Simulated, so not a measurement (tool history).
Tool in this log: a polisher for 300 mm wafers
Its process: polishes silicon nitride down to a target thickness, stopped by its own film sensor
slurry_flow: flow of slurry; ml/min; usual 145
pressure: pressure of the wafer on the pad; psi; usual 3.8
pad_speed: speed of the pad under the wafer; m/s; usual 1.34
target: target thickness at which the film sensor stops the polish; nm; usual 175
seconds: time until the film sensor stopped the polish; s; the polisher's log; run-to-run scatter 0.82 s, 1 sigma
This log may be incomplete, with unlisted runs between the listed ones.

run	hour	slurry_flow	pressure	pad_speed	target	incoming thickness of the incoming film, nm	seconds
1	0.0	145	3.8	1.64	175	294.5	38.3
2	7.7	145	3.8	1.64	175	291.4	36.4
3	30.4	145	3.8	1.64	175	288.4	37.9
4	40.4	145	3.8	1.34	175	289.9	45.8
5	51.7	145	3.8	1.34	175	293.2	44.7
6	59.4	145	3.8	1.34	175	290.3	43.9
7	72.6	145	3.8	1.34	175	288.0	44.0
8	86.9	145	3.8	1.46	175	288.7	42.2
9	103.1	145	3.8	1.46	175	286.7	42.6
10	116.8	145	3.8	1.34	175	285.6	45.9
# hour 135.2: head pressure recalibrated
# hour 135.3: worn pad replaced by a new one
11	135.8	145	3.8	1.34	175	290.4	44.5
12	149.3	145	3.8	1.34	175	286.7	41.9
13	165.5	145	3.8	1.34	175	289.2	43.2

Run 14 comes next. What will it give?
14	183.3	170	3.0	1.60	211	295.0	?

Run 14 produced seconds 36.0 s.
The same run, on a tool lacking any hidden state, would have yielded seconds 35.5 s.
